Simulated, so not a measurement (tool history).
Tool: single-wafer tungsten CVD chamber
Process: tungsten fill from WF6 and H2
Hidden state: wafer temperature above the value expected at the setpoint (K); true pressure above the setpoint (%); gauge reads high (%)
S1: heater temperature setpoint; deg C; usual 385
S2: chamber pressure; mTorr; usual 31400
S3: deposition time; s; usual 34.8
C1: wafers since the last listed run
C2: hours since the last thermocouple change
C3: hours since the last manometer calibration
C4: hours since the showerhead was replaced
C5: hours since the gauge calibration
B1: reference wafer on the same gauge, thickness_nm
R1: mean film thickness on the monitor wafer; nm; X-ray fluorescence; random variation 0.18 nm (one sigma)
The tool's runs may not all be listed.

{"run": 1, "hour": 0.0, "S1": 385, "S2": 31400, "S3": 34.8, "C1": 0, "C2": 2730.2, "C3": 1584.5, "C4": 6201.1, "C5": 275.6, "B1": 81.564, "R1": 79.501}
{"run": 2, "hour": 16.6, "S1": 385, "S2": 31400, "S3": 34.8, "C1": 325, "C2": 2746.8, "C3": 1601.1, "C4": 6217.7, "C5": 292.2, "B1": 81.648, "R1": 79.867}
{"run": 3, "hour": 37.2, "S1": 385, "S2": 31400, "S3": 34.8, "C1": 403, "C2": 2767.4, "C3": 1621.7, "C4": 6238.3, "C5": 312.8, "B1": 81.586, "R1": 79.536}
{"run": 4, "hour": 63.8, "S1": 385, "S2": 31400, "S3": 34.8, "C1": 521, "C2": 2794, "C3": 1648.3, "C4": 6264.9, "C5": 339.4, "B1": 81.678, "R1": 79.696}
{"run": 5, "hour": 86.4, "S1": 385, "S2": 31400, "S3": 34.8, "C1": 442, "C2": 2816.6, "C3": 1670.9, "C4": 6287.5, "C5": 362, "B1": 81.56, "R1": 79.437}
{"run": 6, "hour": 110.2, "S1": 385, "S2": 31400, "S3": 34.8, "C1": 466, "C2": 2840.4, "C3": 1694.7, "C4": 6311.3, "C5": 385.8, "B1": 81.597, "R1": 79.718}
{"run": 7, "hour": 131.1, "S1": 385, "S2": 31400, "S3": 34.8, "C1": 409, "C2": 2861.3, "C3": 1715.6, "C4": 6332.2, "C5": 406.7, "B1": 81.62, "R1": 79.46}
{"run": 8, "hour": 151.6, "S1": 385, "S2": 31400, "S3": 34.8, "C1": 401, "C2": 2881.8, "C3": 1736.1, "C4": 6352.7, "C5": 427.2, "B1": 81.579, "R1": 79.192}
{"run": 9, "hour": 170.1, "S1": 385, "S2": 31400, "S3": 34.8, "C1": 362, "C2": 2900.3, "C3": 1754.6, "C4": 6371.2, "C5": 445.7, "B1": 81.537, "R1": 79.417}
{"run": 10, "hour": 182.9, "S1": 385, "S2": 31400, "S3": 34.8, "C1": 250, "C2": 2913.1, "C3": 1767.4, "C4": 6384, "C5": 458.5, "B1": 81.659, "R1": 79.078}
{"run": 11, "hour": 205.4, "S1": 385, "S2": 31400, "S3": 34.8, "C1": 440, "C2": 2935.6, "C3": 1789.9, "C4": 6406.5, "C5": 481, "B1": 81.598, "R1": 79.353}
{"run": 12, "hour": 251.5, "S1": 385, "S2": 31400, "S3": 34.8, "C1": 903, "C2": 2981.7, "C3": 1836, "C4": 6452.6, "C5": 527.1, "B1": 81.56, "R1": 79.075}
{"run": 13, "hour": 276.2, "S1": 385, "S2": 31400, "S3": 34.8, "C1": 483, "C2": 3006.4, "C3": 1860.7, "C4": 6477.3, "C5": 551.8, "B1": 81.616, "R1": 79.023}
{"run": 14, "hour": 290.8, "S1": 396, "S2": 34500, "S3": 41, "C1": 286, "C2": 3021, "C3": 1875.3, "C4": 6491.9, "C5": 566.4, "B1": 81.565, "R1": 123.374}
{"hour": 303.7, "done": "thermocouple changed; heater temperature recalibrated"}
{"run": 15, "hour": 320.6, "S1": 392, "S2": 31400, "S3": 34.8, "C1": 427, "C2": 16.9, "C3": 1905.1, "C4": 6521.7, "C5": 596.2, "B1": 81.603, "R1": 92.186}
{"run": 16, "hour": 346.7, "S1": 371, "S2": 38700, "S3": 34.8, "C1": 511, "C2": 43, "C3": 1931.2, "C4": 6547.8, "C5": 622.3, "B1": 81.562, "R1": 61.639}
{"run": 17, "hour": 372.0, "S1": 396, "S2": 34600, "S3": 38.9, "C1": 495, "C2": 68.3, "C3": 1956.5, "C4": 6573.1, "C5": 647.6, "B1": 81.59, "R1": 116.462}
{"run": 18, "hour": 390.9, "S1": 374, "S2": 28200, "S3": 40.5, "C1": 370, "C2": 87.2, "C3": 1975.4, "C4": 6592, "C5": 666.5, "B1": 81.631, "R1": 68.482}
{"hour": 409.7, "done": "showerhead replaced"}
{"hour": 424.6, "done": "capacitance manometer re-zeroed and calibrated"}
{"run": 19, "hour": 425.1, "S1": 385, "S2": 34600, "S3": 34.8, "C1": 356, "C2": 121.4, "C3": 0.5, "C4": 15.4, "C5": 700.7, "B1": 81.576, "R1": 80.613}
{"run": 20, "hour": 445.3, "S1": 385, "S2": 36000, "S3": 38.6, "C1": 395, "C2": 141.6, "C3": 20.7, "C4": 35.6, "C5": 720.9, "B1": 81.524, "R1": 91.17}
{"run": 21, "hour": 464.2, "S1": 390, "S2": 35200, "S3": 34.8, "C1": 370, "C2": 160.5, "C3": 39.6, "C4": 54.5, "C5": 739.8, "B1": 81.635, "R1": 90.681}
{"run": 22, "hour": 486.3, "S1": 390, "S2": 35200, "S3": 34.8, "C1": 432, "C2": 182.6, "C3": 61.7, "C4": 76.6, "C5": 761.9, "B1": 81.522, "R1": 90.752}
{"hour": 494.6, "done": "gauge calibrated"}
{"run": 23, "hour": 498.4, "S1": 395, "S2": 35200, "S3": 37.3, "C1": 237, "C2": 194.7, "C3": 73.8, "C4": 88.7, "C5": 3.8, "B1": 81.574, "R1": 108.714}
{"run": 24, "hour": 511.9, "S1": 381, "S2": 38600, "S3": 32.1, "C1": 264, "C2": 208.2, "C3": 87.3, "C4": 102.2, "C5": 17.3, "B1": 81.579, "R1": 70.519}
{"run": 25, "hour": 527.6, "S1": 392, "S2": 26400, "S3": 34.8, "C1": 307, "C2": 223.9, "C3": 103, "C4": 117.9, "C5": 33, "B1": 81.592, "R1": 84.561}
{"hour": 552.3, "done": "capacitance manometer re-zeroed and calibrated, repeated, since the last time left the tool worse"}
{"run": 26, "hour": 552.8, "S1": 385, "S2": 31400, "S3": 34.8, "C1": 336, "C2": 249.1, "C3": 0.5, "C4": 143.1, "C5": 58.2, "B1": 81.61, "R1": 80.742}
{"run": 27, "hour": 573.6, "S1": 370, "S2": 31400, "S3": 34.8, "C1": 407, "C2": 269.9, "C3": 21.3, "C4": 163.9, "C5": 79, "B1": 81.591, "R1": 56.898}
{"run": 28, "hour": 586.0, "S1": 385, "S2": 31400, "S3": 34.8, "C1": 242, "C2": 282.3, "C3": 33.7, "C4": 176.3, "C5": 91.4, "B1": 81.62, "R1": 80.495}
{"run": 29, "hour": 603.6, "S1": 398, "S2": 28500, "S3": 34.8, "C1": 344, "C2": 299.9, "C3": 51.3, "C4": 193.9, "C5": 109, "B1": 81.613, "R1": 103.384}
{"run": 30, "hour": 616.7, "S1": 374, "S2": 25200, "S3": 34.8, "C1": 256, "C2": 313, "C3": 64.4, "C4": 207, "C5": 122.1, "B1": 81.587, "R1": 57.484}
{"run": 31, "hour": 643.1, "S1": 385, "S2": 25000, "S3": 28.6, "C1": 517, "C2": 339.4, "C3": 90.8, "C4": 233.4, "C5": 148.5, "B1": 81.599, "R1": 60.791}
{"run": 32, "hour": 660.7, "S1": 385, "S2": 31400, "S3": 34.8, "C1": 344, "C2": 357, "C3": 108.4, "C4": 251, "C5": 166.1, "B1": 81.602, "R1": 80.687}
{"run": 33, "hour": 689.4, "S1": 372, "S2": 31400, "S3": 29.4, "C1": 562, "C2": 385.7, "C3": 137.1, "C4": 279.7, "C5": 194.8, "B1": 81.537, "R1": 50.236}
{"run": 34, "hour": 718.4, "S1": 385, "S2": 29100, "S3": 34.8, "C1": 568, "C2": 414.7, "C3": 166.1, "C4": 308.7, "C5": 223.8, "B1": 81.636, "R1": 78.44}
{"run": 35, "hour": 748.0, "S1": 394, "S2": 36600, "S3": 34.8, "C1": 579, "C2": 444.3, "C3": 195.7, "C4": 338.3, "C5": 253.4, "B1": 81.578, "R1": 104.26}

3 ways to go on from here, each from the tool as it stands after run 35. What would each give?
{"run": "A", "hour": 748.4, "S1": 385, "S2": 31400, "S3": 40.7, "C1": 7, "C2": 444.7, "C3": 196.1, "C4": 338.7, "C5": 253.8, "B1": "?", "R1": "?"}
{"run": "B", "hour": 748.4, "S1": 378, "S2": 36700, "S3": 34.8, "C1": 7, "C2": 444.7, "C3": 196.1, "C4": 338.7, "C5": 253.8, "B1": "?", "R1": "?"}
{"run": "C", "hour": 748.4, "S1": 390, "S2": 36500, "S3": 32.9, "C1": 7, "C2": 444.7, "C3": 196.1, "C4": 338.7, "C5": 253.8, "B1": "?", "R1": "?"}

run=A B1=81.586 R1=94.035
run=B B1=81.586 R1=72.608
run=C B1=81.586 R1=89.966
Without the tool's hidden state the same runs would have given:
run=A R1=94.187
run=B R1=72.725
run=C R1=90.112
